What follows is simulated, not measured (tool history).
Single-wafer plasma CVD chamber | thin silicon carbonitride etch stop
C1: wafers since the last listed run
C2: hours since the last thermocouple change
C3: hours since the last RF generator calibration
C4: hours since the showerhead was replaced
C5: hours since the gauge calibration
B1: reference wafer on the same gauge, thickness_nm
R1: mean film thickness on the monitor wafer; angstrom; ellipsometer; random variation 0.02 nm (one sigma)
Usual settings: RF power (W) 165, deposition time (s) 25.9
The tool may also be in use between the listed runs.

{"run": 1, "hour": 0.0, "RF power (W)": 165, "deposition time (s)": 22.4, "C1": 0, "C2": 806, "C3": 754.5, "C4": 1681, "C5": 280.2, "B1": 10.9, "R1": 114.12}
{"run": 2, "hour": 75.6, "RF power (W)": 165, "deposition time (s)": 25.9, "C1": 1465, "C2": 881.6, "C3": 830.1, "C4": 1756.6, "C5": 355.8, "B1": 10.898, "R1": 132.09}
{"run": 3, "hour": 135.9, "RF power (W)": 165, "deposition time (s)": 25.9, "C1": 1168, "C2": 941.9, "C3": 890.4, "C4": 1816.9, "C5": 416.1, "B1": 10.897, "R1": 132.12}
{"run": 4, "hour": 174.7, "RF power (W)": 165, "deposition time (s)": 25.9, "C1": 752, "C2": 980.7, "C3": 929.2, "C4": 1855.7, "C5": 454.9, "B1": 10.899, "R1": 131.78}
{"run": 5, "hour": 281.9, "RF power (W)": 165, "deposition time (s)": 25.9, "C1": 2077, "C2": 1087.9, "C3": 1036.4, "C4": 1962.9, "C5": 562.1, "B1": 10.898, "R1": 131.54}
{"run": 6, "hour": 373.6, "RF power (W)": 165, "deposition time (s)": 25.9, "C1": 1777, "C2": 1179.6, "C3": 1128.1, "C4": 2054.6, "C5": 653.8, "B1": 10.902, "R1": 131.7}
{"hour": 444.0, "done": "RF generator calibrated"}
{"run": 7, "hour": 446.6, "RF power (W)": 165, "deposition time (s)": 25.9, "C1": 1259, "C2": 1252.6, "C3": 2.6, "C4": 2127.6, "C5": 726.8, "B1": 10.898, "R1": 133.56}
{"run": 8, "hour": 508.2, "RF power (W)": 165, "deposition time (s)": 25.9, "C1": 1194, "C2": 1314.2, "C3": 64.2, "C4": 2189.2, "C5": 788.4, "B1": 10.898, "R1": 133.16}
{"run": 9, "hour": 575.6, "RF power (W)": 165, "deposition time (s)": 25.9, "C1": 1306, "C2": 1381.6, "C3": 131.6, "C4": 2256.6, "C5": 855.8, "B1": 10.903, "R1": 132.92}
{"run": 10, "hour": 646.9, "RF power (W)": 165, "deposition time (s)": 25.9, "C1": 1382, "C2": 1452.9, "C3": 202.9, "C4": 2327.9, "C5": 927.1, "B1": 10.901, "R1": 132.75}
{"run": 11, "hour": 741.3, "RF power (W)": 165, "deposition time (s)": 25.9, "C1": 1829, "C2": 1547.3, "C3": 297.3, "C4": 2422.3, "C5": 1021.5, "B1": 10.899, "R1": 132.83}
{"run": 12, "hour": 801.6, "RF power (W)": 165, "deposition time (s)": 25.9, "C1": 1168, "C2": 1607.6, "C3": 357.6, "C4": 2482.6, "C5": 1081.8, "B1": 10.897, "R1": 132.78}
{"run": 13, "hour": 878.1, "RF power (W)": 165, "deposition time (s)": 25.9, "C1": 1482, "C2": 1684.1, "C3": 434.1, "C4": 2559.1, "C5": 1158.3, "B1": 10.9, "R1": 132.95}
{"run": 14, "hour": 966.5, "RF power (W)": 165, "deposition time (s)": 25.9, "C1": 1713, "C2": 1772.5, "C3": 522.5, "C4": 2647.5, "C5": 1246.7, "B1": 10.9, "R1": 132.21}
{"hour": 1036.7, "done": "showerhead replaced"}
{"run": 15, "hour": 1053.0, "RF power (W)": 140, "deposition time (s)": 27.7, "C1": 1521, "C2": 1859, "C3": 609, "C4": 16.3, "C5": 1333.2, "B1": 10.902, "R1": 134.62}
{"run": 16, "hour": 1157.5, "RF power (W)": 165, "deposition time (s)": 25.9, "C1": 2025, "C2": 1963.5, "C3": 713.5, "C4": 120.8, "C5": 1437.7, "B1": 10.899, "R1": 131.93}
{"hour": 1208.8, "done": "gauge calibrated"}
{"run": 17, "hour": 1242.3, "RF power (W)": 165, "deposition time (s)": 25.9, "C1": 1643, "C2": 2048.3, "C3": 798.3, "C4": 205.6, "C5": 33.5, "B1": 10.902, "R1": 132.3}
{"run": 18, "hour": 1384.2, "RF power (W)": 165, "deposition time (s)": 25.9, "C1": 2750, "C2": 2190.2, "C3": 940.2, "C4": 347.5, "C5": 175.4, "B1": 10.897, "R1": 132.16}
{"hour": 1448.3, "done": "RF generator calibrated"}
{"run": 19, "hour": 1459.0, "RF power (W)": 165, "deposition time (s)": 25.9, "C1": 1294, "C2": 2265, "C3": 10.7, "C4": 422.3, "C5": 250.2, "B1": 10.903, "R1": 133.36}

Run 20 comes next. What will it give?
{"run": 20, "hour": 1551.7, "RF power (W)": 180, "deposition time (s)": 27.5, "C1": 1796, "C2": 2357.7, "C3": 103.4, "C4": 515, "C5": 342.9, "B1": "?", "R1": "?"}

Run 20 gave B1 10.897, R1 144.96 angstrom.
Without the tool's hidden state the same run would have given R1 145.41 angstrom.
